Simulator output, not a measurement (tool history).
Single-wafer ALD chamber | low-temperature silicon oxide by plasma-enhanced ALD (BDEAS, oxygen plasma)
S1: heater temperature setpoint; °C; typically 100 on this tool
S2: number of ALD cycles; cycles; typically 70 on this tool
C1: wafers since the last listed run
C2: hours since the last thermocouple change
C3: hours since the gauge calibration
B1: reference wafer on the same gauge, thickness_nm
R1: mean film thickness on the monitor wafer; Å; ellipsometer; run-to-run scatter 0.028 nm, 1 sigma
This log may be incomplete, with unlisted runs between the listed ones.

run    hour   S1  S2    C1      C2      C3      B1      R1
  1       0  100  70     0  1370.6  1153.8  10.192  113.17
  2    63.2  100  70   291  1433.8    1217  10.206  112.79
  3   162.2  100  70   456  1532.8    1316  10.214  112.84
  4   200.3   96  79   175  1570.9  1354.1  10.212  129.53
  5   239.8  100  70   182  1610.4  1393.6  10.222  113.22
  6   291.1  100  70   236  1661.7  1444.9  10.227  113.14
  7   369.7  100  70   362  1740.3  1523.5  10.228  113.16
      404.7  -- gauge calibrated
  8   425.8  100  66   258  1796.4    21.1   10.11  105.14
      514.8  -- thermocouple changed; heater temperature recalibrated
  9   693.6  100  66  1198   178.8   288.9  10.125  105.77
 10   763.7  109  81   323   248.9     359  10.145  127.94
 11   806.2   86  77   196   291.4   401.5  10.133  128.92
 12   863.9   89  58   266   349.1   459.2  10.138   96.64
 13   907.4  100  70   200   392.6   502.7  10.152   112.2
 14   984.5   95  59   355   469.7   579.8  10.159   96.04
 15  1054.5   92  77   322   539.7   649.8  10.158  126.56
 16  1097.9  100  76   200   583.1   693.2  10.177  121.72
 17  1167.1  100  83   319   652.3   762.4   10.16  133.19
 18  1258.4  108  63   421   743.6   853.7  10.182  100.37

The logged runs with the hidden state left out (each run's random variation unchanged):
What the log doesn't record here: wafer temperature above the value expected at the setpoint (K); gauge reads high (%).
run      R1
  1  112.07
  2  111.64
  3   111.6
  4  128.07
  5  111.91
  6  111.78
  7  111.74
  8     105
  9  105.41
 10  127.44
 11  128.37
 12   96.18
 13  111.63
 14   95.49
 15  125.77
 16  120.92
 17  132.24
 18   99.59
